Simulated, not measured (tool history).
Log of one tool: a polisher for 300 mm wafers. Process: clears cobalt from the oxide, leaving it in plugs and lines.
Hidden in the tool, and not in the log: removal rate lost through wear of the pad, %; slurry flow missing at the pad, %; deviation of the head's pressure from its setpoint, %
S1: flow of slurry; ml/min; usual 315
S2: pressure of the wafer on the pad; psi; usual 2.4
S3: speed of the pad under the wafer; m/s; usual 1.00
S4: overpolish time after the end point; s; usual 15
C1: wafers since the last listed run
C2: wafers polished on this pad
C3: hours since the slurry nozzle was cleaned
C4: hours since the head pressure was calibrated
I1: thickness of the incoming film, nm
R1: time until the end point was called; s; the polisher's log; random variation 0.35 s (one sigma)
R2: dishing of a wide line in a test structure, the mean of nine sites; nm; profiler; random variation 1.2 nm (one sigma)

{"run": 1, "hour": 0.0, "S1": 315, "S2": 2.4, "S3": 1.0, "S4": 15, "C1": 0, "C2": 98, "C3": 681.2, "C4": 1095.6, "I1": 159.3, "R1": 21.9, "R2": 61.7}
{"run": 2, "hour": 17.5, "S1": 315, "S2": 2.4, "S3": 1.0, "S4": 15, "C1": 282, "C2": 380, "C3": 698.7, "C4": 1113.1, "I1": 157.4, "R1": 21.9, "R2": 64.5}
{"run": 3, "hour": 33.8, "S1": 315, "S2": 2.4, "S3": 1.0, "S4": 21, "C1": 263, "C2": 644, "C3": 715.0, "C4": 1129.4, "I1": 160.5, "R1": 22.8, "R2": 69.5}
{"run": 4, "hour": 47.1, "S1": 315, "S2": 2.4, "S3": 1.0, "S4": 21, "C1": 214, "C2": 859, "C3": 728.3, "C4": 1142.7, "I1": 158.5, "R1": 22.3, "R2": 72.0}
{"run": 5, "hour": 55.6, "S1": 315, "S2": 2.4, "S3": 1.0, "S4": 15, "C1": 137, "C2": 996, "C3": 736.8, "C4": 1151.2, "I1": 160.3, "R1": 22.5, "R2": 63.4}
{"run": 6, "hour": 65.9, "S1": 315, "S2": 2.4, "S3": 1.0, "S4": 15, "C1": 166, "C2": 1162, "C3": 747.1, "C4": 1161.5, "I1": 159.7, "R1": 22.3, "R2": 64.3}
{"run": 7, "hour": 74.7, "S1": 360, "S2": 2.4, "S3": 1.28, "S4": 15, "C1": 142, "C2": 1305, "C3": 755.9, "C4": 1170.3, "I1": 160.7, "R1": 17.5, "R2": 69.2}
{"hour": 81.6, "done": "worn pad replaced by a new one"}
{"run": 8, "hour": 90.9, "S1": 315, "S2": 2.9, "S3": 1.0, "S4": 9, "C1": 197, "C2": 150, "C3": 772.1, "C4": 1186.5, "I1": 157.9, "R1": 18.2, "R2": 51.9}
{"run": 9, "hour": 97.0, "S1": 315, "S2": 2.9, "S3": 1.0, "S4": 9, "C1": 98, "C2": 249, "C3": 778.2, "C4": 1192.6, "I1": 160.5, "R1": 18.4, "R2": 50.5}
{"run": 10, "hour": 107.9, "S1": 315, "S2": 2.4, "S3": 1.0, "S4": 15, "C1": 176, "C2": 425, "C3": 789.1, "C4": 1203.5, "I1": 162.2, "R1": 22.5, "R2": 60.6}
{"run": 11, "hour": 119.4, "S1": 315, "S2": 2.4, "S3": 1.0, "S4": 15, "C1": 185, "C2": 610, "C3": 800.6, "C4": 1215.0, "I1": 159.9, "R1": 23.0, "R2": 61.9}
{"run": 12, "hour": 126.9, "S1": 315, "S2": 2.4, "S3": 1.0, "S4": 15, "C1": 121, "C2": 732, "C3": 808.1, "C4": 1222.5, "I1": 157.4, "R1": 21.8, "R2": 60.9}
{"hour": 136.6, "done": "head pressure recalibrated"}
{"run": 13, "hour": 137.1, "S1": 350, "S2": 2.4, "S3": 1.0, "S4": 15, "C1": 132, "C2": 864, "C3": 818.3, "C4": 0.5, "I1": 160.7, "R1": 22.4, "R2": 61.5}
{"run": 14, "hour": 145.1, "S1": 350, "S2": 2.4, "S3": 1.0, "S4": 15, "C1": 129, "C2": 993, "C3": 826.3, "C4": 8.5, "I1": 159.8, "R1": 22.5, "R2": 60.6}
{"hour": 165.1, "done": "worn pad replaced by a new one"}
{"run": 15, "hour": 165.6, "S1": 315, "S2": 2.4, "S3": 1.0, "S4": 15, "C1": 266, "C2": 8, "C3": 846.8, "C4": 29.0, "I1": 158.7, "R1": 22.6, "R2": 61.1}
{"run": 16, "hour": 175.6, "S1": 315, "S2": 2.4, "S3": 1.0, "S4": 15, "C1": 161, "C2": 169, "C3": 856.8, "C4": 39.0, "I1": 162.5, "R1": 22.9, "R2": 62.8}
{"run": 17, "hour": 189.1, "S1": 315, "S2": 2.4, "S3": 1.0, "S4": 15, "C1": 218, "C2": 387, "C3": 870.3, "C4": 52.5, "I1": 161.1, "R1": 22.8, "R2": 63.4}
{"run": 18, "hour": 195.1, "S1": 205, "S2": 2.4, "S3": 1.0, "S4": 15, "C1": 96, "C2": 484, "C3": 876.3, "C4": 58.5, "I1": 157.2, "R1": 23.0, "R2": 60.0}
{"hour": 196.3, "done": "slurry nozzle cleaned"}
{"run": 19, "hour": 201.7, "S1": 315, "S2": 2.4, "S3": 1.0, "S4": 15, "C1": 90, "C2": 575, "C3": 5.4, "C4": 65.1, "I1": 156.6, "R1": 22.0, "R2": 62.2}
{"run": 20, "hour": 218.7, "S1": 315, "S2": 2.4, "S3": 0.78, "S4": 15, "C1": 274, "C2": 849, "C3": 22.4, "C4": 82.1, "I1": 159.9, "R1": 28.5, "R2": 53.1}
{"run": 21, "hour": 227.0, "S1": 315, "S2": 2.4, "S3": 1.0, "S4": 15, "C1": 134, "C2": 984, "C3": 30.7, "C4": 90.4, "I1": 160.2, "R1": 22.5, "R2": 62.2}
{"run": 22, "hour": 239.6, "S1": 255, "S2": 2.4, "S3": 1.22, "S4": 18, "C1": 203, "C2": 1187, "C3": 43.3, "C4": 103.0, "I1": 161.0, "R1": 19.0, "R2": 73.8}
{"run": 23, "hour": 245.7, "S1": 350, "S2": 2.4, "S3": 1.0, "S4": 15, "C1": 98, "C2": 1286, "C3": 49.4, "C4": 109.1, "I1": 160.9, "R1": 22.0, "R2": 63.3}
{"hour": 257.4, "done": "worn pad replaced by a new one"}
{"run": 24, "hour": 260.5, "S1": 315, "S2": 1.9, "S3": 0.82, "S4": 15, "C1": 174, "C2": 50, "C3": 64.2, "C4": 123.9, "I1": 157.7, "R1": 34.0, "R2": 48.7}
{"run": 25, "hour": 278.3, "S1": 315, "S2": 2.9, "S3": 1.0, "S4": 9, "C1": 287, "C2": 338, "C3": 82.0, "C4": 141.7, "I1": 162.6, "R1": 19.2, "R2": 54.2}
{"run": 26, "hour": 295.6, "S1": 315, "S2": 2.4, "S3": 1.0, "S4": 12, "C1": 279, "C2": 617, "C3": 99.3, "C4": 159.0, "I1": 159.6, "R1": 22.4, "R2": 53.6}
{"run": 27, "hour": 313.1, "S1": 265, "S2": 2.4, "S3": 1.0, "S4": 15, "C1": 282, "C2": 900, "C3": 116.8, "C4": 176.5, "I1": 159.9, "R1": 22.7, "R2": 60.7}
{"run": 28, "hour": 320.4, "S1": 315, "S2": 2.4, "S3": 1.0, "S4": 15, "C1": 117, "C2": 1018, "C3": 124.1, "C4": 183.8, "I1": 158.2, "R1": 22.5, "R2": 64.8}
{"run": 29, "hour": 333.1, "S1": 315, "S2": 2.4, "S3": 1.2, "S4": 15, "C1": 205, "C2": 1223, "C3": 136.8, "C4": 196.5, "I1": 159.3, "R1": 18.7, "R2": 65.2}
{"hour": 338.5, "done": "worn pad replaced by a new one"}
{"run": 30, "hour": 340.3, "S1": 315, "S2": 2.4, "S3": 0.86, "S4": 15, "C1": 51, "C2": 28, "C3": 144.0, "C4": 203.7, "I1": 159.7, "R1": 26.1, "R2": 57.8}
{"run": 31, "hour": 357.6, "S1": 355, "S2": 2.4, "S3": 0.7, "S4": 18, "C1": 279, "C2": 308, "C3": 161.3, "C4": 221.0, "I1": 159.2, "R1": 31.3, "R2": 57.6}
{"run": 32, "hour": 373.8, "S1": 315, "S2": 2.4, "S3": 1.0, "S4": 15, "C1": 261, "C2": 569, "C3": 177.5, "C4": 237.2, "I1": 161.9, "R1": 23.1, "R2": 64.1}
{"run": 33, "hour": 382.5, "S1": 315, "S2": 1.7, "S3": 1.18, "S4": 15, "C1": 140, "C2": 710, "C3": 186.2, "C4": 245.9, "I1": 161.5, "R1": 27.6, "R2": 55.7}
{"run": 34, "hour": 390.2, "S1": 240, "S2": 2.4, "S3": 1.0, "S4": 15, "C1": 124, "C2": 834, "C3": 193.9, "C4": 253.6, "I1": 160.8, "R1": 23.1, "R2": 61.4}
{"run": 35, "hour": 406.5, "S1": 315, "S2": 1.8, "S3": 1.28, "S4": 15, "C1": 263, "C2": 1098, "C3": 210.2, "C4": 269.9, "I1": 158.1, "R1": 23.1, "R2": 58.6}
{"run": 36, "hour": 415.4, "S1": 315, "S2": 2.8, "S3": 0.76, "S4": 11, "C1": 143, "C2": 1241, "C3": 219.1, "C4": 278.8, "I1": 158.7, "R1": 26.0, "R2": 48.6}

3 ways to go on from here, each from the tool as it stands after run 36. What would each give?
{"run": "A", "hour": 415.8, "S1": 315, "S2": 1.9, "S3": 1.0, "S4": 15, "C1": 6, "C2": 1248, "C3": 219.5, "C4": 279.2, "I1": 161.2, "R1": "?", "R2": "?"}
{"run": "B", "hour": 415.8, "S1": 245, "S2": 2.1, "S3": 1.0, "S4": 15, "C1": 6, "C2": 1248, "C3": 219.5, "C4": 279.2, "I1": 161.2, "R1": "?", "R2": "?"}
{"run": "C", "hour": 415.8, "S1": 255, "S2": 2.4, "S3": 1.36, "S4": 9, "C1": 6, "C2": 1248, "C3": 219.5, "C4": 279.2, "I1": 161.2, "R1": "?", "R2": "?"}

run=A R1=28.6 R2=54.3
run=B R1=26.5 R2=56.7
run=C R1=17.0 R2=54.5
Without the tool's hidden state the same runs would have given:
run=A R1=28.6 R2=54.3
run=B R1=26.5 R2=56.7
run=C R1=17.0 R2=54.5
